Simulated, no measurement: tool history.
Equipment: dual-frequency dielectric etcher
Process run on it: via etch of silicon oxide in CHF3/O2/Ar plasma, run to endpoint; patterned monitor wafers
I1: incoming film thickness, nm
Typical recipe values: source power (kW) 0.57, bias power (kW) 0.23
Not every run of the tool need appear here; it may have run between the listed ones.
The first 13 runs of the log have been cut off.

{"run": 14, "hour": 191.3, "source power (kW)": 0.57, "bias power (kW)": 0.277, "I1": 519.7, "endpoint time (s)": 213.5}
{"run": 15, "hour": 203.8, "source power (kW)": 0.57, "bias power (kW)": 0.23, "I1": 523.8, "endpoint time (s)": 227}
{"run": 16, "hour": 212.8, "source power (kW)": 0.64, "bias power (kW)": 0.23, "I1": 521.4, "endpoint time (s)": 217.4}
{"hour": 216.8, "done": "bias power generator calibrated"}
{"run": 17, "hour": 220.6, "source power (kW)": 0.57, "bias power (kW)": 0.23, "I1": 517.1, "endpoint time (s)": 224.9}
{"run": 18, "hour": 227.2, "source power (kW)": 0.57, "bias power (kW)": 0.23, "I1": 520, "endpoint time (s)": 226.7}
{"run": 19, "hour": 233.9, "source power (kW)": 0.5, "bias power (kW)": 0.278, "I1": 521.5, "endpoint time (s)": 228.2}
{"run": 20, "hour": 247.0, "source power (kW)": 0.47, "bias power (kW)": 0.179, "I1": 520.7, "endpoint time (s)": 255.9}
{"run": 21, "hour": 263.6, "source power (kW)": 0.46, "bias power (kW)": 0.286, "I1": 521.2, "endpoint time (s)": 233.8}
{"run": 22, "hour": 280.1, "source power (kW)": 0.44, "bias power (kW)": 0.174, "I1": 522.6, "endpoint time (s)": 261.5}
{"run": 23, "hour": 287.4, "source power (kW)": 0.67, "bias power (kW)": 0.181, "I1": 520.9, "endpoint time (s)": 221.3}

Run 24 has not been measured yet. What should we expect?
{"run": 24, "hour": 305.1, "source power (kW)": 0.57, "bias power (kW)": 0.206, "I1": 523.5, "endpoint time (s)": "?"}

Run 24 produced endpoint time (s) 229.4.
Take away the tool's hidden state, keep the run-to-run variation as it was, and the same run would have given endpoint time (s) 230.

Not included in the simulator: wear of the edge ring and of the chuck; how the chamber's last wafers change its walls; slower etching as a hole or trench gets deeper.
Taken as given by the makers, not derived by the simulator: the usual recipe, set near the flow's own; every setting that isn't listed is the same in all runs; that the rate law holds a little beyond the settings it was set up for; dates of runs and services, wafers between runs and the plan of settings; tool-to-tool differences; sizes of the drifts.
